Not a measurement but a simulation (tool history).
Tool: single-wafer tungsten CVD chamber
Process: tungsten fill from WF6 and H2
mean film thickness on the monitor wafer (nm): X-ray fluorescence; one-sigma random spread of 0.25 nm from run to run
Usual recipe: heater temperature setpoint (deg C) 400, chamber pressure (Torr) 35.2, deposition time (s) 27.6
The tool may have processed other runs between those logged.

run   hour  heater temperature setpoint (deg C)  chamber pressure (Torr)  deposition time (s)  wafers since the last listed run  hours since the last thermocouple change  hours since the last manometer calibration  hours since the showerhead was replaced  hours since the gauge calibration  read-back reference wafer on the same gauge, thickness_nm  mean film thickness on the monitor wafer (nm)
  1    0.0                                  400                     35.2                 27.6                                 0                                    1045.0                                       757.1                                   7188.9                              121.2                                                     68.572                                         74.956
       6.6  -- gauge calibrated
  2    6.8                                  400                     35.2                 27.6                                88                                    1051.8                                       763.9                                   7195.7                                0.2                                                     68.625                                         75.010
  3   24.5                                  400                     35.2                 27.6                               229                                    1069.5                                       781.6                                   7213.4                               17.9                                                     68.554                                         74.489
  4   39.4                                  406                     35.2                 27.6                               193                                    1084.4                                       796.5                                   7228.3                               32.8                                                     68.588                                         83.065
  5   51.1                                  406                     35.2                 27.6                               151                                    1096.1                                       808.2                                   7240.0                               44.5                                                     68.566                                         82.482
  6   62.6                                  400                     35.2                 27.6                               149                                    1107.6                                       819.7                                   7251.5                               56.0                                                     68.585                                         74.888
  7   74.4                                  400                     38.1                 27.6                               152                                    1119.4                                       831.5                                   7263.3                               67.8                                                     68.672                                         77.655
      92.3  -- capacitance manometer re-zeroed and calibrated
      96.0  -- thermocouple changed; heater temperature recalibrated
      98.2  -- showerhead replaced
  8   98.7                                  400                     43.1                 27.6                               135                                       2.7                                         6.4                                      0.5                               92.1                                                     68.651                                         79.146
  9   99.0                                  400                     35.2                 27.6                                 3                                       3.0                                         6.7                                      0.8                               92.4                                                     68.681                                         71.194
 10  112.1                                  400                     35.2                 27.6                               169                                      16.1                                        19.8                                     13.9                              105.5                                                     68.658                                         71.260
     122.7  -- gauge calibrated
     129.9  -- thermocouple changed; heater temperature recalibrated, repeated, since the last time left the tool worse
 11  130.4                                  387                     35.2                 30.0                               133                                       0.5                                        38.1                                     32.2                                7.7                                                     68.604                                         70.357
 12  138.2                                  387                     35.2                 26.2                               101                                       8.3                                        45.9                                     40.0                               15.5                                                     68.604                                         61.402
 13  153.6                                  400                     35.2                 29.1                               199                                      23.7                                        61.3                                     55.4                               30.9                                                     68.550                                         84.869
 14  180.8                                  400                     35.2                 29.1                               352                                      50.9                                        88.5                                     82.6                               58.1                                                     68.578                                         84.336
 15  187.7                                  386                     29.0                 32.7                                89                                      57.8                                        95.4                                     89.5                               65.0                                                     68.603                                         67.338

Alternative continuations, all from the tool just after run 15; predict every row:
  A  188.1                                  400                     35.2                 27.6                                 5                                      58.2                                        95.8                                     89.9                               65.4                                                          ?                                              ?
  B  188.1                                  415                     28.8                 25.8                                 5                                      58.2                                        95.8                                     89.9                               65.4                                                          ?                                              ?
  C  188.1                                  400                     35.2                 33.1                                 5                                      58.2                                        95.8                                     89.9                               65.4                                                          ?                                              ?
  D  188.1                                  413                     39.8                 31.1                                 5                                      58.2                                        95.8                                     89.9                               65.4                                                          ?                                              ?

run  read-back reference wafer on the same gauge, thickness_nm  mean film thickness on the monitor wafer (nm)
  A                                                     68.635                                         79.926
  B                                                     68.635                                         84.320
  C                                                     68.635                                         95.923
  D                                                     68.635                                        117.408
With the hidden condition removed and each run's random variation left untouched, the same runs would have given:
run  mean film thickness on the monitor wafer (nm)
  A                                         80.719
  B                                         85.050
  C                                         96.874
  D                                        118.430
